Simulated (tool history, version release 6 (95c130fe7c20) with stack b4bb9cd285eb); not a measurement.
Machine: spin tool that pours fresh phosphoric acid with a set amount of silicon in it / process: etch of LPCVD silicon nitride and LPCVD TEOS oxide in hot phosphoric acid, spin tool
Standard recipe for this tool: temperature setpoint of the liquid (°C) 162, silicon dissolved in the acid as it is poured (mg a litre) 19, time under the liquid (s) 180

run,hour,temperature setpoint of the liquid (°C),silicon dissolved in the acid as it is poured (mg a litre),time under the liquid (s),wafers since the last listed run,hours since the thermometer was replaced,hours since the dissolved silicon flow meter was replaced,hours since the heated supply line was repaired,hours since the gauge calibration,"read-back film thickness of the LPCVD silicon nitride reference wafer, read on the same gauge (nm)","read-back film thickness of the LPCVD TEOS oxide reference wafer, read on the same gauge (nm)",thickness taken off the LPCVD silicon nitride on a monitor wafer (nm),thickness taken off the LPCVD TEOS oxide on a monitor wafer (nm)
1,0,160,19,180,0,1647.2,1075.2,769.7,773.3,144.53,82.594,16.73,0.302
2,65.9,160.5,28.5,180,394,1713.1,1141.1,835.6,839.2,144.91,82.797,17.12,0.249
3,90.1,162,19,225,144,1737.3,1165.3,859.8,863.4,145.05,82.885,22.41,0.42
# hour 90.1: gauge calibrated
4,126.5,162,19,180,217,1773.7,1201.7,896.2,36.4,139.83,79.944,17.34,0.353
5,181.9,162,19,180,331,1829.1,1257.1,951.6,91.8,140.15,80.064,17.04,0.315
6,225,162,19,180,258,1872.2,1300.2,994.7,134.9,140.4,80.237,17.4,0.381
# hour 274.6: dissolved silicon flow meter replaced
7,294.9,162,19,180,412,1942.1,20.3,1064.6,204.8,140.77,80.466,17.36,0.277
8,341.9,163.5,6,85,281,1989.1,67.3,1111.6,251.8,141.02,80.6,8.63,0.228
9,406.5,162,19,180,386,2053.7,131.9,1176.2,316.4,141.38,80.797,17.56,0.337
10,443.5,162,11.5,180,221,2090.7,168.9,1213.2,353.4,141.61,80.896,17.48,0.403
11,482.8,160.5,31.5,245,235,2130,208.2,1252.5,392.7,141.85,81.039,22.44,0.273
12,535.8,159.5,11.5,235,317,2183,261.2,1305.5,445.7,142.1,81.221,20.91,0.438
# hour 580.4: thermometer replaced
13,735.7,162,19,210,1191,155.3,461.1,1505.4,645.6,143.23,81.811,20.66,0.404
14,777.9,162,19,260,252,197.5,503.3,1547.6,687.8,143.5,81.981,25.81,0.456
15,821.2,161,19,180,259,240.8,546.6,1590.9,731.1,143.72,82.101,17.31,0.29
# hour 825.5: heated supply line repaired
16,858.6,159,25.5,180,217,278.2,584,33.1,768.5,143.92,82.239,16,0.22
17,893.1,162,19,180,206,312.7,618.5,67.6,803,144.11,82.344,17.72,0.375
18,933.3,160,15,80,240,352.9,658.7,107.8,843.2,144.35,82.51,7.44,0.146
19,974.4,161,19,225,246,394,699.8,148.9,884.3,144.56,82.634,21.33,0.368
20,1014.4,162,19,180,239,434,739.8,188.9,924.3,144.78,82.741,17.95,0.337
# hour 1029.7: gauge calibrated
21,1065.3,163,19,290,304,484.9,790.7,239.8,35.6,140.6,80.366,28.77,0.562
22,1143,164.5,7.5,100,465,562.6,868.4,317.5,113.3,141.03,80.594,10.42,0.283
23,1189.5,162,30,90,278,609.1,914.9,364,159.8,141.32,80.763,8.52,0.121

Forecast each of these 3 alternatives for the next run:
A,1190,162,19,180,2,609.6,915.4,364.5,160.3,?,?,?,?
B,1190,160.5,19,150,2,609.6,915.4,364.5,160.3,?,?,?,?
C,1190,159,9.5,125,2,609.6,915.4,364.5,160.3,?,?,?,?

run,"read-back film thickness of the LPCVD silicon nitride reference wafer, read on the same gauge (nm)","read-back film thickness of the LPCVD TEOS oxide reference wafer, read on the same gauge (nm)",thickness taken off the LPCVD silicon nitride on a monitor wafer (nm),thickness taken off the LPCVD TEOS oxide on a monitor wafer (nm)
A,141.28,80.737,17.63,0.32
B,141.28,80.737,13.98,0.239
C,141.28,80.737,11.07,0.225
Stripped of hidden state, with their random variation kept, the same runs would have yielded:
run,thickness taken off the LPCVD silicon nitride on a monitor wafer (nm),thickness taken off the LPCVD TEOS oxide on a monitor wafer (nm)
A,17.47,0.317
B,13.85,0.237
C,10.97,0.223

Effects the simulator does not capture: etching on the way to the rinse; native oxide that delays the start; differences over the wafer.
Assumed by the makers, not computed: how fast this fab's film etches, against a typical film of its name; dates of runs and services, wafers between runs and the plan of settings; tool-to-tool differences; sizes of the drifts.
